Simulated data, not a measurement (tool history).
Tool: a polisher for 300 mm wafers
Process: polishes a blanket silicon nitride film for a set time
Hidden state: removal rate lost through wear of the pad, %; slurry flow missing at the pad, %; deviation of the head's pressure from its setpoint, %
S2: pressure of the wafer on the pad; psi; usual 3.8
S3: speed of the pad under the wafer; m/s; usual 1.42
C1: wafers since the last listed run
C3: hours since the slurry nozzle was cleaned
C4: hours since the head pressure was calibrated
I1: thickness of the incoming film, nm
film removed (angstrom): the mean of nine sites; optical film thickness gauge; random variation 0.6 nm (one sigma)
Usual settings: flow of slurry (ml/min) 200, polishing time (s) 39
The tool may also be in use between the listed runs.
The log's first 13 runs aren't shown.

run 14 day=46.908 | flow_of_slurry_(ml/min)=200 S2=3.8 S3=1.42 polishing_time_(s)=39 | C1=602 wafers_polished_on_this_pad=3061 C3=163.1 C4=467.5 | I1=435.2 | film_removed_(angstrom)=991
run 15 day=57.979 | flow_of_slurry_(ml/min)=200 S2=3.8 S3=1.42 polishing_time_(s)=39 | C1=2091 wafers_polished_on_this_pad=5152 C3=428.8 C4=733.2 | I1=433.0 | film_removed_(angstrom)=992
-- day=58.442 worn pad replaced by a new one
run 16 day=60.675 | flow_of_slurry_(ml/min)=200 S2=3.8 S3=1.42 polishing_time_(s)=39 | C1=477 wafers_polished_on_this_pad=422 C3=493.5 C4=797.9 | I1=436.0 | film_removed_(angstrom)=1000
run 17 day=63.304 | flow_of_slurry_(ml/min)=230 S2=3.8 S3=1.42 polishing_time_(s)=32 | C1=496 wafers_polished_on_this_pad=918 C3=556.6 C4=861.0 | I1=435.8 | film_removed_(angstrom)=830
run 18 day=65.138 | flow_of_slurry_(ml/min)=200 S2=3.8 S3=1.74 polishing_time_(s)=39 | C1=346 wafers_polished_on_this_pad=1265 C3=600.6 C4=905.0 | I1=442.0 | film_removed_(angstrom)=1173
run 19 day=68.988 | flow_of_slurry_(ml/min)=160 S2=3.8 S3=1.76 polishing_time_(s)=39 | C1=727 wafers_polished_on_this_pad=1992 C3=693.0 C4=997.4 | I1=432.5 | film_removed_(angstrom)=1135
-- day=71.379 slurry nozzle cleaned
run 20 day=73.021 | flow_of_slurry_(ml/min)=130 S2=2.9 S3=1.42 polishing_time_(s)=39 | C1=753 wafers_polished_on_this_pad=2746 C3=39.4 C4=1094.2 | I1=441.3 | film_removed_(angstrom)=779
run 21 day=76.329 | flow_of_slurry_(ml/min)=200 S2=3.8 S3=1.64 polishing_time_(s)=39 | C1=624 wafers_polished_on_this_pad=3371 C3=118.8 C4=1173.6 | I1=432.3 | film_removed_(angstrom)=1122
run 22 day=78.271 | flow_of_slurry_(ml/min)=200 S2=3.8 S3=1.42 polishing_time_(s)=39 | C1=366 wafers_polished_on_this_pad=3737 C3=165.4 C4=1220.2 | I1=446.2 | film_removed_(angstrom)=992
run 23 day=81.000 | flow_of_slurry_(ml/min)=160 S2=3.8 S3=1.76 polishing_time_(s)=39 | C1=515 wafers_polished_on_this_pad=4253 C3=230.9 C4=1285.7 | I1=430.9 | film_removed_(angstrom)=1141
run 24 day=85.229 | flow_of_slurry_(ml/min)=270 S2=4.8 S3=1.60 polishing_time_(s)=29 | C1=798 wafers_polished_on_this_pad=5052 C3=332.4 C4=1387.2 | I1=442.6 | film_removed_(angstrom)=976
-- day=85.746 worn pad replaced by a new one
-- day=88.221 head pressure recalibrated
run 25 day=88.488 | flow_of_slurry_(ml/min)=200 S2=3.0 S3=1.06 polishing_time_(s)=39 | C1=568 wafers_polished_on_this_pad=501 C3=410.6 C4=6.4 | I1=439.7 | film_removed_(angstrom)=694
run 26 day=90.088 | flow_of_slurry_(ml/min)=220 S2=2.6 S3=1.12 polishing_time_(s)=39 | C1=302 wafers_polished_on_this_pad=804 C3=449.0 C4=44.8 | I1=436.8 | film_removed_(angstrom)=668
run 27 day=94.567 | flow_of_slurry_(ml/min)=200 S2=3.8 S3=1.42 polishing_time_(s)=34 | C1=846 wafers_polished_on_this_pad=1650 C3=556.5 C4=152.3 | I1=435.5 | film_removed_(angstrom)=860
-- day=98.217 slurry nozzle cleaned
run 28 day=98.238 | flow_of_slurry_(ml/min)=200 S2=3.8 S3=1.42 polishing_time_(s)=28 | C1=685 wafers_polished_on_this_pad=2335 C3=0.5 C4=240.4 | I1=445.5 | film_removed_(angstrom)=711
run 29 day=100.825 | flow_of_slurry_(ml/min)=200 S2=3.8 S3=1.10 polishing_time_(s)=39 | C1=488 wafers_polished_on_this_pad=2824 C3=62.6 C4=302.5 | I1=440.5 | film_removed_(angstrom)=814
run 30 day=103.925 | flow_of_slurry_(ml/min)=265 S2=3.8 S3=1.42 polishing_time_(s)=35 | C1=585 wafers_polished_on_this_pad=3409 C3=137.0 C4=376.9 | I1=447.5 | film_removed_(angstrom)=934
run 31 day=106.400 | flow_of_slurry_(ml/min)=200 S2=4.2 S3=1.68 polishing_time_(s)=35 | C1=467 wafers_polished_on_this_pad=3877 C3=196.4 C4=436.3 | I1=437.4 | film_removed_(angstrom)=1083
run 32 day=110.079 | flow_of_slurry_(ml/min)=200 S2=3.3 S3=1.42 polishing_time_(s)=39 | C1=694 wafers_polished_on_this_pad=4572 C3=284.7 C4=524.6 | I1=447.9 | film_removed_(angstrom)=915
run 33 day=114.396 | flow_of_slurry_(ml/min)=200 S2=3.8 S3=1.42 polishing_time_(s)=39 | C1=815 wafers_polished_on_this_pad=5387 C3=388.3 C4=628.2 | I1=434.8 | film_removed_(angstrom)=1002
run 34 day=116.996 | flow_of_slurry_(ml/min)=200 S2=3.8 S3=1.08 polishing_time_(s)=47 | C1=491 wafers_polished_on_this_pad=5878 C3=450.7 C4=690.6 | I1=438.9 | film_removed_(angstrom)=958
-- day=117.804 worn pad replaced by a new one
run 35 day=121.417 | flow_of_slurry_(ml/min)=165 S2=3.8 S3=1.42 polishing_time_(s)=39 | C1=803 wafers_polished_on_this_pad=682 C3=556.8 C4=796.7 | I1=443.9 | film_removed_(angstrom)=955
run 36 day=124.038 | flow_of_slurry_(ml/min)=230 S2=3.1 S3=1.00 polishing_time_(s)=33 | C1=495 wafers_polished_on_this_pad=1177 C3=619.7 C4=859.6 | I1=437.4 | film_removed_(angstrom)=572
run 37 day=127.300 | flow_of_slurry_(ml/min)=175 S2=3.8 S3=1.42 polishing_time_(s)=46 | C1=616 wafers_polished_on_this_pad=1793 C3=698.0 C4=937.9 | I1=444.8 | film_removed_(angstrom)=1146
-- day=130.238 slurry nozzle cleaned
run 38 day=130.392 | flow_of_slurry_(ml/min)=200 S2=2.9 S3=1.42 polishing_time_(s)=48 | C1=576 wafers_polished_on_this_pad=2370 C3=3.7 C4=1012.1 | I1=445.1 | film_removed_(angstrom)=1045

3 ways to go on from here, each from the tool as it stands after run 38. What would each give?
run A day=130.408 | flow_of_slurry_(ml/min)=200 S2=3.8 S3=1.42 polishing_time_(s)=39 | C1=3 wafers_polished_on_this_pad=2373 C3=4.1 C4=1012.5 | I1=441.5 | film_removed_(angstrom)=?
run B day=130.408 | flow_of_slurry_(ml/min)=265 S2=3.1 S3=1.90 polishing_time_(s)=39 | C1=3 wafers_polished_on_this_pad=2373 C3=4.1 C4=1012.5 | I1=441.5 | film_removed_(angstrom)=?
run C day=130.408 | flow_of_slurry_(ml/min)=200 S2=3.2 S3=1.42 polishing_time_(s)=39 | C1=3 wafers_polished_on_this_pad=2373 C3=4.1 C4=1012.5 | I1=441.5 | film_removed_(angstrom)=?

run=A film_removed_(angstrom)=995
run=B film_removed_(angstrom)=1155
run=C film_removed_(angstrom)=899
Without the tool's hidden state the same runs would have given:
run=A film_removed_(angstrom)=995
run=B film_removed_(angstrom)=1155
run=C film_removed_(angstrom)=899
